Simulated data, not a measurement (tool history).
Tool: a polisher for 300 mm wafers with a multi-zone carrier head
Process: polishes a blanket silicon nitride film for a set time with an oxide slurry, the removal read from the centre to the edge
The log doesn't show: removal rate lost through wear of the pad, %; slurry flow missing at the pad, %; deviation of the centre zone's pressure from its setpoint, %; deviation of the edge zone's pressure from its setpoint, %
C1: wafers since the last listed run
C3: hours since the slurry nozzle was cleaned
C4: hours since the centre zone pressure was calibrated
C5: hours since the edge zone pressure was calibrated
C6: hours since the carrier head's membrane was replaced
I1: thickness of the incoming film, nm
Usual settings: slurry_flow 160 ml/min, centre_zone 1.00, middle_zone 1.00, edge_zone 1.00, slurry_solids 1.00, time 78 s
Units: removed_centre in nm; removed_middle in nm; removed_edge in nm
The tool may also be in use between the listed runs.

Run 1, hour 0.0: usual settings; C1 0; wafers polished on this pad 192; C3 393.6; C4 364.4; C5 934.0; C6 438.5; I1 574.6. Result: removed_centre 57.5 nm, removed_middle 55.4 nm, removed_edge 54.0 nm.
Run 2, hour 9.1: usual settings; C1 89; wafers polished on this pad 282; C3 402.7; C4 373.5; C5 943.1; C6 447.6; I1 575.3. Result: removed_centre 58.0 nm, removed_middle 55.1 nm, removed_edge 53.4 nm.
Run 3, hour 25.7: usual settings; C1 163; wafers polished on this pad 446; C3 419.3; C4 390.1; C5 959.7; C6 464.2; I1 583.1. Result: removed_centre 59.0 nm, removed_middle 54.9 nm, removed_edge 52.4 nm.
At hour 36.9: edge zone pressure recalibrated.
Run 4, hour 37.4: usual settings; C1 95; wafers polished on this pad 541; C3 431.0; C4 401.8; C5 0.5; C6 475.9; I1 589.2. Result: removed_centre 57.9 nm, removed_middle 54.5 nm, removed_edge 53.7 nm.
Run 5, hour 41.5: usual settings; C1 40; wafers polished on this pad 582; C3 435.1; C4 405.9; C5 4.6; C6 480.0; I1 569.9. Result: removed_centre 59.2 nm, removed_middle 55.2 nm, removed_edge 53.8 nm.
Run 6, hour 59.0: usual settings but middle_zone 0.96; C1 172; wafers polished on this pad 754; C3 452.6; C4 423.4; C5 22.1; C6 497.5; I1 587.0. Result: removed_centre 59.6 nm, removed_middle 53.6 nm, removed_edge 54.1 nm.
Run 7, hour 75.1: usual settings but middle_zone 0.96; C1 158; wafers polished on this pad 912; C3 468.7; C4 439.5; C5 38.2; C6 513.6; I1 583.4. Result: removed_centre 59.5 nm, removed_middle 53.7 nm, removed_edge 53.4 nm.
Run 8, hour 84.5: usual settings but middle_zone 0.96; C1 92; wafers polished on this pad 1005; C3 478.1; C4 448.9; C5 47.6; C6 523.0; I1 580.0. Result: removed_centre 59.3 nm, removed_middle 53.4 nm, removed_edge 53.5 nm.
At hour 91.5: centre zone pressure recalibrated.
Run 9, hour 92.0: usual settings; C1 54; wafers polished on this pad 1059; C3 485.6; C4 0.5; C5 55.1; C6 530.5; I1 583.5. Result: removed_centre 53.7 nm, removed_middle 55.7 nm, removed_edge 53.4 nm.
Run 10, hour 108.8: usual settings but time 71 s; C1 165; wafers polished on this pad 1225; C3 502.4; C4 17.3; C5 71.9; C6 547.3; I1 576.1. Result: removed_centre 49.7 nm, removed_middle 50.3 nm, removed_edge 48.4 nm.
At hour 123.6: worn pad replaced by a new one.
Run 11, hour 124.0: usual settings but time 97 s; C1 110; wafers polished on this pad 4; C3 517.6; C4 32.5; C5 87.1; C6 562.5; I1 576.6. Result: removed_centre 68.0 nm, removed_middle 68.6 nm, removed_edge 65.7 nm.
Run 12, hour 137.0: usual settings; C1 128; wafers polished on this pad 132; C3 530.6; C4 45.5; C5 100.1; C6 575.5; I1 571.7. Result: removed_centre 55.0 nm, removed_middle 55.5 nm, removed_edge 53.9 nm.
Run 13, hour 147.6: usual settings but slurry_flow 210 ml/min, edge_zone 0.90, slurry_solids 1.20, time 55 s; C1 104; wafers polished on this pad 236; C3 541.2; C4 56.1; C5 110.7; C6 586.1; I1 575.6. Result: removed_centre 44.4 nm, removed_middle 43.8 nm, removed_edge 39.5 nm.
At hour 155.1: carrier head's membrane replaced by a new one.
Run 14, hour 162.7: usual settings but centre_zone 0.95, middle_zone 1.08, slurry_solids 1.30; C1 99; wafers polished on this pad 335; C3 556.3; C4 71.2; C5 125.8; C6 7.6; I1 582.2. Result: removed_centre 58.6 nm, removed_middle 63.9 nm, removed_edge 59.3 nm.
Run 15, hour 179.4: usual settings; C1 164; wafers polished on this pad 500; C3 573.0; C4 87.9; C5 142.5; C6 24.3; I1 582.5. Result: removed_centre 57.4 nm, removed_middle 54.2 nm, removed_edge 52.7 nm.
Run 16, hour 192.1: usual settings but centre_zone 0.89; C1 125; wafers polished on this pad 625; C3 585.7; C4 100.6; C5 155.2; C6 37.0; I1 572.9. Result: removed_centre 50.6 nm, removed_middle 55.1 nm, removed_edge 52.6 nm.
At hour 199.0: slurry nozzle cleaned.
Run 17, hour 199.5: usual settings but middle_zone 0.89; C1 63; wafers polished on this pad 688; C3 0.5; C4 108.0; C5 162.6; C6 44.4; I1 591.4. Result: removed_centre 57.1 nm, removed_middle 50.2 nm, removed_edge 54.9 nm.
Run 18, hour 216.8: usual settings but slurry_flow 115 ml/min; C1 170; wafers polished on this pad 858; C3 17.8; C4 125.3; C5 179.9; C6 61.7; I1 586.6. Result: removed_centre 51.8 nm, removed_middle 50.9 nm, removed_edge 49.9 nm.
Run 19, hour 230.4: usual settings but slurry_flow 110 ml/min, middle_zone 1.07, edge_zone 1.10; C1 133; wafers polished on this pad 992; C3 31.4; C4 138.9; C5 193.5; C6 75.3; I1 583.3. Result: removed_centre 52.4 nm, removed_middle 52.6 nm, removed_edge 52.8 nm.
Run 20, hour 238.5: usual settings but slurry_flow 180 ml/min, centre_zone 0.93, middle_zone 0.93; C1 79; wafers polished on this pad 1072; C3 39.5; C4 147.0; C5 201.6; C6 83.4; I1 579.8. Result: removed_centre 54.8 nm, removed_middle 53.7 nm, removed_edge 53.8 nm.
Run 21, hour 251.7: usual settings but centre_zone 1.12, edge_zone 1.09, time 89 s; C1 129; wafers polished on this pad 1202; C3 52.7; C4 160.2; C5 214.8; C6 96.6; I1 576.2. Result: removed_centre 73.3 nm, removed_middle 62.4 nm, removed_edge 62.8 nm.
Run 22, hour 264.5: usual settings but middle_zone 1.08; C1 126; wafers polished on this pad 1328; C3 65.5; C4 173.0; C5 227.6; C6 109.4; I1 581.1. Result: removed_centre 60.1 nm, removed_middle 58.3 nm, removed_edge 53.1 nm.
At hour 272.8: worn pad replaced by a new one.
Run 23, hour 279.8: usual settings; C1 111; wafers polished on this pad 68; C3 80.8; C4 188.3; C5 242.9; C6 124.7; I1 570.7. Result: removed_centre 59.3 nm, removed_middle 55.2 nm, removed_edge 54.0 nm.

3 ways to go on from here, each from the tool as it stands after run 23. What would each give?
Run A, hour 280.3: usual settings; C1 4; wafers polished on this pad 73; C3 81.3; C4 188.8; C5 243.4; C6 125.2; I1 581.6. Result: removed_centre ?, removed_middle ?, removed_edge ?.
Run B, hour 280.3: usual settings but middle_zone 0.92, edge_zone 1.10, time 52 s; C1 4; wafers polished on this pad 73; C3 81.3; C4 188.8; C5 243.4; C6 125.2; I1 581.6. Result: removed_centre ?, removed_middle ?, removed_edge ?.
Run C, hour 280.3: usual settings but slurry_solids 1.25, time 62 s; C1 4; wafers polished on this pad 73; C3 81.3; C4 188.8; C5 243.4; C6 125.2; I1 581.6. Result: removed_centre ?, removed_middle ?, removed_edge ?.

run  removed_centre  removed_middle  removed_edge
  A            58.3            54.8          54.8
  B            38.9            34.2          38.4
  C            50.1            47.0          47.1
Without the tool's hidden state the same runs would have given:
run  removed_centre  removed_middle  removed_edge
  A            52.8            54.8          54.8
  B            35.2            34.2          38.4
  C            45.3            47.0          47.1
